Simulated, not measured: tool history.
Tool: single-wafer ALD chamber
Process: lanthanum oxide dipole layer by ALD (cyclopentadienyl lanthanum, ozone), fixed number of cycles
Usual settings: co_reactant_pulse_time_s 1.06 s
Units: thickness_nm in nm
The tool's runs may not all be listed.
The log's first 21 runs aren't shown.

run,hour,co_reactant_pulse_time_s,"read-back reference wafer on the same gauge, thickness_nm",thickness_nm
# hour 315.4: ozone generator serviced
22,316.1,1.06,0.401,0.489
# hour 325.4: gauge calibrated
23,333.6,1.06,0.402,0.495
24,341.9,1.21,0.401,0.507
25,349.1,1.06,0.401,0.494
26,364.7,0.72,0.401,0.455
27,377.9,1.23,0.401,0.502
28,394.2,1.47,0.401,0.518
29,406.3,1.38,0.402,0.511
30,440.1,1.06,0.401,0.49
31,456.5,1.24,0.401,0.506
32,465.7,0.71,0.401,0.456
33,473,0.86,0.402,0.471
34,483.4,1.15,0.402,0.5

Forecast each of these 5 alternatives for the next run:
A,483.8,0.88,?,?
B,483.8,1.4,?,?
C,483.8,0.84,?,?
D,483.8,0.7,?,?
E,483.8,0.81,?,?

run,"read-back reference wafer on the same gauge, thickness_nm",thickness_nm
A,0.4,0.474
B,0.4,0.513
C,0.4,0.47
D,0.4,0.453
E,0.4,0.466
Without the tool's hidden state the same runs would have given:
run,thickness_nm
A,0.474
B,0.513
C,0.47
D,0.453
E,0.466

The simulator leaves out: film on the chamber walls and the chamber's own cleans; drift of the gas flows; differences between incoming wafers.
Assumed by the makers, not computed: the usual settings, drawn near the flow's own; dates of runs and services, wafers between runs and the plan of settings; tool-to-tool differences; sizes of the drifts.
